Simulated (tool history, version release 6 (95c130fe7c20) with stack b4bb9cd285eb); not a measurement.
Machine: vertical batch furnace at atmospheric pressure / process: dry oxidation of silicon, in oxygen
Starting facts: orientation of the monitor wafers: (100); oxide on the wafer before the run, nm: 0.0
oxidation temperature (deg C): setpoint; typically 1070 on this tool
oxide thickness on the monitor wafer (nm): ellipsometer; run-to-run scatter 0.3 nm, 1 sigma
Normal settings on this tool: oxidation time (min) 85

run,day,oxidation temperature (deg C),oxidation time (min),"read-back reference wafer on the same gauge, thickness",oxide thickness on the monitor wafer (nm)
1,0,1070,51,130.07,82.25
2,1.075,1070,51,129.91,82.05
3,1.679,1070,51,130.05,82.27
4,2.654,1070,85,129.98,113.47
5,3.971,1070,85,130.07,113.43
# day 5.483: thermocouples replaced and temperature profile calibrated
6,5.504,1070,85,130,112.98
# day 5.929: gauge calibrated
7,6.338,1070,85,130.05,113.56
# day 7.55: boat lift adjusted
8,7.571,1070,85,130.04,113.3
9,8.217,1061,54.5,129.98,79.85
10,9.075,1082,98,130.03,136.18
11,10.004,1058,57,130.03,80.08
12,11.25,1056,59,130.09,80.74
13,11.846,1081,85,130.12,123.3
14,13.042,1059,57.5,129.95,81.43
15,13.708,1070,85,130.01,113.68
# day 14.5: gauge calibrated
16,16.062,1070,85,129.97,113.43
17,18.183,1070,85,129.86,113.67

5 options for the next run, each taken on its own from the tool as it stands now. Forecast them:
A,18.375,1070,85,?,?
B,18.375,1059,96.5,?,?
C,18.375,1093,109,?,?
D,18.375,1053,70,?,?
E,18.375,1055,85,?,?

run,"read-back reference wafer on the same gauge, thickness",oxide thickness on the monitor wafer (nm)
A,130.02,113.47
B,130.02,113.1
C,130.02,156.93
D,130.02,87.54
E,130.02,100.91
With no hidden state in the tool, these same runs would have given:
run,oxide thickness on the monitor wafer (nm)
A,113.47
B,113.1
C,156.93
D,87.54
E,100.91
